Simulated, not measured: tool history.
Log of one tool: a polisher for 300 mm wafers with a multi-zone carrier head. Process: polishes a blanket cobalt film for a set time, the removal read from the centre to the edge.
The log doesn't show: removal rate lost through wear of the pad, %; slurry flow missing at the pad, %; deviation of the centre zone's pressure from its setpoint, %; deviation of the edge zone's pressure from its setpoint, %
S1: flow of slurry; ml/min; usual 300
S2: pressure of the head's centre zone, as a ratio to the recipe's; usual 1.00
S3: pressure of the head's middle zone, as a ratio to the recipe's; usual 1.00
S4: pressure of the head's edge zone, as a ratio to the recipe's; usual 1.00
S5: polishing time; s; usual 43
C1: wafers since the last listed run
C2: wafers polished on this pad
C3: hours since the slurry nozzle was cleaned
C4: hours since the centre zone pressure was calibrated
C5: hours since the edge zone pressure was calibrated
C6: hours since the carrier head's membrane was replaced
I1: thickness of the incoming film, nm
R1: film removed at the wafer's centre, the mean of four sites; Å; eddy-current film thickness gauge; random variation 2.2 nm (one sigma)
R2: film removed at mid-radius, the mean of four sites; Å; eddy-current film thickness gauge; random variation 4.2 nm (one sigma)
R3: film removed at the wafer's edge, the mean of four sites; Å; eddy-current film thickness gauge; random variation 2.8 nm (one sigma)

run,hour,S1,S2,S3,S4,S5,C1,C2,C3,C4,C5,C6,I1,R1,R2,R3
1,0.0,300,1.00,1.00,1.00,43,0,498,115.6,196.2,399.1,1618.6,1451.9,2831,2910,2851
2,7.3,300,1.00,1.00,1.00,43,67,565,122.9,203.5,406.4,1625.9,1473.0,2805,2942,2869
3,21.9,300,1.00,1.00,1.00,43,134,700,137.5,218.1,421.0,1640.5,1453.4,2817,2927,2842
4,31.2,300,1.00,1.00,1.00,43,85,786,146.8,227.4,430.3,1649.8,1456.9,2784,2898,2796
5,42.7,300,1.00,1.00,1.00,43,106,893,158.3,238.9,441.8,1661.3,1468.2,2757,2964,2780
# hour 49.8: worn pad replaced by a new one
6,51.2,300,1.08,1.00,1.00,43,41,12,166.8,247.4,450.3,1669.8,1475.9,3182,3088,2971
7,64.5,300,1.08,1.00,1.00,43,122,135,180.1,260.7,463.6,1683.1,1450.8,3193,3111,2934
8,80.6,300,1.00,1.00,1.00,43,148,284,196.2,276.8,479.7,1699.2,1461.8,2896,3115,2949
# hour 83.5: slurry nozzle cleaned
9,87.7,300,1.09,1.11,1.05,30,56,340,4.2,283.9,486.8,1706.3,1464.4,2178,2303,2099
# hour 94.8: edge zone pressure recalibrated
# hour 108.7: centre zone pressure recalibrated
10,136.7,300,1.00,1.00,1.00,51,415,756,53.2,28.0,41.9,1755.3,1454.7,3443,3490,3363
# hour 146.0: worn pad replaced by a new one
# hour 151.5: carrier head's membrane replaced by a new one
11,158.4,300,1.08,1.00,1.00,43,117,67,74.9,49.7,63.6,6.9,1472.6,3258,3007,2978
12,168.5,205,1.00,1.10,1.00,43,93,161,85.0,59.8,73.7,17.0,1441.2,2933,3240,2916
13,180.9,375,1.00,1.00,1.00,43,114,275,97.4,72.2,86.1,29.4,1461.6,3067,3076,2965
14,193.6,390,0.96,1.03,0.95,43,117,393,110.1,84.9,98.8,42.1,1463.5,2898,3175,2837

The same runs without the tool's hidden state, with the same run-to-run variation:
run,R1,R2,R3
1,3123,3028,2968
2,3110,3075,3001
3,3155,3087,2999
4,3138,3074,2967
5,3132,3168,2971
6,3396,3100,2983
7,3438,3148,2969
8,3151,3182,3013
9,2380,2363,2154
10,3683,3689,3555
11,3361,3038,3009
12,3056,3292,2964
13,3232,3148,3036
14,3089,3275,2926
